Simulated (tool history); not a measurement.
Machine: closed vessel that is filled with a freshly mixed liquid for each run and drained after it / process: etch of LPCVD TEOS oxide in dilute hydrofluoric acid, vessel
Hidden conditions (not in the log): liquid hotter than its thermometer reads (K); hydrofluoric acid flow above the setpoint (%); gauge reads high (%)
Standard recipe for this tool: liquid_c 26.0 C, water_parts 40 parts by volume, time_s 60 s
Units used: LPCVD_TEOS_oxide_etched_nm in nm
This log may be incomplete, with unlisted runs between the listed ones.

| run | hour | liquid_c | water_parts | time_s | wafers since the last listed run | hours since the thermometer was replaced | hours since the hydrofluoric acid flow meter was replaced | hours since the gauge calibration | read-back film thickness of the LPCVD TEOS oxide reference wafer, read on the same gauge (nm) | LPCVD_TEOS_oxide_etched_nm |
|---|---|---|---|---|---|---|---|---|---|---|
| 1 | 0.0 | 26.0 | 40 | 60 | 0 | 279.6 | 1591.9 | 279.4 | 110.02 | 39.86 |
| 2 | 54.9 | 26.0 | 40 | 60 | 7950 | 334.5 | 1646.8 | 334.3 | 110.00 | 40.52 |
| 3 | 133.5 | 26.0 | 40 | 60 | 11382 | 413.1 | 1725.4 | 412.9 | 110.01 | 40.39 |
| 4 | 185.1 | 26.0 | 40 | 60 | 7472 | 464.7 | 1777.0 | 464.5 | 109.99 | 40.56 |
| 5 | 270.7 | 26.0 | 40 | 60 | 12395 | 550.3 | 1862.6 | 550.1 | 110.04 | 40.51 |
|  | 339.4 | hydrofluoric acid flow meter replaced |
| 6 | 344.7 | 26.0 | 40 | 60 | 10571 | 624.3 | 5.3 | 624.1 | 109.98 | 38.71 |
| 7 | 403.1 | 26.0 | 40 | 60 | 8456 | 682.7 | 63.7 | 682.5 | 110.04 | 38.35 |
| 8 | 508.0 | 27.5 | 40 | 60 | 15190 | 787.6 | 168.6 | 787.4 | 109.99 | 41.24 |
| 9 | 553.8 | 26.0 | 40 | 60 | 6632 | 833.4 | 214.4 | 833.2 | 109.98 | 38.89 |
| 10 | 603.0 | 26.0 | 50 | 60 | 7124 | 882.6 | 263.6 | 882.4 | 110.02 | 30.43 |
| 11 | 679.3 | 26.0 | 40 | 60 | 11049 | 958.9 | 339.9 | 958.7 | 109.99 | 38.77 |
| 12 | 732.1 | 26.0 | 40 | 60 | 7646 | 1011.7 | 392.7 | 1011.5 | 110.00 | 38.68 |
|  | 764.2 | gauge calibrated |
| 13 | 792.1 | 26.0 | 25 | 75 | 8688 | 1071.7 | 452.7 | 27.9 | 110.00 | 78.69 |
|  | 828.1 | thermometer replaced |
| 14 | 860.0 | 28.0 | 50 | 90 | 9687 | 31.9 | 520.6 | 95.8 | 110.00 | 50.74 |
| 15 | 954.2 | 23.0 | 25 | 30 | 13641 | 126.1 | 614.8 | 190.0 | 109.99 | 28.33 |
| 16 | 1042.9 | 22.5 | 45 | 75 | 12844 | 214.8 | 703.5 | 278.7 | 110.02 | 37.64 |

5 options for the next run, each taken on its own from the tool as it stands now. Forecast them:
| A | 1043.6 | 26.0 | 40 | 60 | 101 | 215.5 | 704.2 | 279.4 | ? | ? |
| B | 1043.6 | 30.0 | 40 | 45 | 101 | 215.5 | 704.2 | 279.4 | ? | ? |
| C | 1043.6 | 26.0 | 50 | 50 | 101 | 215.5 | 704.2 | 279.4 | ? | ? |
| D | 1043.6 | 26.0 | 50 | 85 | 101 | 215.5 | 704.2 | 279.4 | ? | ? |
| E | 1043.6 | 26.0 | 40 | 45 | 101 | 215.5 | 704.2 | 279.4 | ? | ? |

| run | read-back film thickness of the LPCVD TEOS oxide reference wafer, read on the same gauge (nm) | LPCVD_TEOS_oxide_etched_nm |
|---|---|---|
| A | 109.97 | 39.43 |
| B | 109.97 | 34.74 |
| C | 109.97 | 25.93 |
| D | 109.97 | 44.07 |
| E | 109.97 | 29.57 |
Had the tool no hidden state, the same runs would have come out as:
| run | LPCVD_TEOS_oxide_etched_nm |
|---|---|
| A | 38.76 |
| B | 34.14 |
| C | 25.48 |
| D | 43.31 |
| E | 29.07 |

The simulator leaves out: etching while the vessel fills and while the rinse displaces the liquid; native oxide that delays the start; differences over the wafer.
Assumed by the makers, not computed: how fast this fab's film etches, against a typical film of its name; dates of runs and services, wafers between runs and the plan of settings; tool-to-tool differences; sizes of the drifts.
